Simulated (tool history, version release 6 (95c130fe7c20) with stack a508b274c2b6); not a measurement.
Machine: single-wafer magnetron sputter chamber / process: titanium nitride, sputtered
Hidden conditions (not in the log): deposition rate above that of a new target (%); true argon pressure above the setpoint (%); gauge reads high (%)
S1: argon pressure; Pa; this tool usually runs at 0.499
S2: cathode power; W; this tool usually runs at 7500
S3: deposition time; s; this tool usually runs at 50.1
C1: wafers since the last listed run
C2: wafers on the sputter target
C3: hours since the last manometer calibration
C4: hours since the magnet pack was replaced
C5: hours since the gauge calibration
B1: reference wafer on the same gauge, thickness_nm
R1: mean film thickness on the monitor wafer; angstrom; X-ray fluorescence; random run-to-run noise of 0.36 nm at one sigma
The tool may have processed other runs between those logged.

run 1 day=0.000 | S1=0.499 S2=7500 S3=50.1 | C1=0 C2=4418 C3=1593.1 C4=5275.0 C5=20.7 | B1=51.858 | R1=643.31
run 2 day=0.654 | S1=0.499 S2=7500 S3=50.1 | C1=240 C2=4659 C3=1608.8 C4=5290.7 C5=36.4 | B1=51.790 | R1=641.97
run 3 day=1.133 | S1=0.499 S2=7500 S3=50.1 | C1=176 C2=4835 C3=1620.3 C4=5302.2 C5=47.9 | B1=51.911 | R1=644.59
run 4 day=1.458 | S1=0.499 S2=7500 S3=57.5 | C1=119 C2=4954 C3=1628.1 C4=5310.0 C5=55.7 | B1=51.755 | R1=732.36
run 5 day=1.967 | S1=0.499 S2=7500 S3=50.1 | C1=186 C2=5141 C3=1640.3 C4=5322.2 C5=67.9 | B1=51.824 | R1=636.73
run 6 day=2.525 | S1=0.499 S2=7500 S3=50.1 | C1=205 C2=5347 C3=1653.7 C4=5335.6 C5=81.3 | B1=51.815 | R1=643.41
-- day=3.262 magnet pack replaced
-- day=3.658 capacitance manometer re-zeroed and calibrated
run 7 day=3.812 | S1=0.499 S2=7500 S3=43.1 | C1=228 C2=5575 C3=3.7 C4=13.2 C5=112.2 | B1=51.674 | R1=548.53
run 8 day=4.342 | S1=0.499 S2=7500 S3=50.1 | C1=194 C2=5770 C3=16.4 C4=25.9 C5=124.9 | B1=51.842 | R1=647.47
-- day=4.367 gauge calibrated
run 9 day=4.988 | S1=0.499 S2=7500 S3=50.1 | C1=237 C2=6007 C3=31.9 C4=41.4 C5=14.9 | B1=51.859 | R1=643.74
-- day=6.554 sputter target and shields replaced
run 10 day=6.712 | S1=0.577 S2=7500 S3=54.3 | C1=511 C2=58 C3=73.3 C4=82.8 C5=56.3 | B1=51.878 | R1=663.95
run 11 day=7.000 | S1=0.383 S2=6000 S3=53.5 | C1=105 C2=164 C3=80.2 C4=89.7 C5=63.2 | B1=51.837 | R1=589.29
run 12 day=7.467 | S1=0.499 S2=8350 S3=50.1 | C1=171 C2=335 C3=91.4 C4=100.9 C5=74.4 | B1=51.757 | R1=716.79
run 13 day=8.021 | S1=0.597 S2=6350 S3=50.1 | C1=203 C2=539 C3=104.7 C4=114.2 C5=87.7 | B1=51.894 | R1=506.20
run 14 day=8.683 | S1=0.499 S2=7500 S3=46.6 | C1=243 C2=783 C3=120.6 C4=130.1 C5=103.6 | B1=51.711 | R1=592.30
run 15 day=9.000 | S1=0.499 S2=7500 S3=54.1 | C1=116 C2=899 C3=128.2 C4=137.7 C5=111.2 | B1=51.780 | R1=694.64

Entry by entry between the runs, the difference in hidden state between the last listed run before and the first listed run after:
Runs 6 to 7: magnet pack replaced (day 3.262); capacitance manometer re-zeroed and calibrated (day 3.658)
  both runs share identical hidden conditions
Runs 8 to 9: gauge calibrated (day 4.367)
  both runs share identical hidden conditions
Runs 9 to 10: sputter target and shields replaced (day 6.554)
  both runs share identical hidden conditions
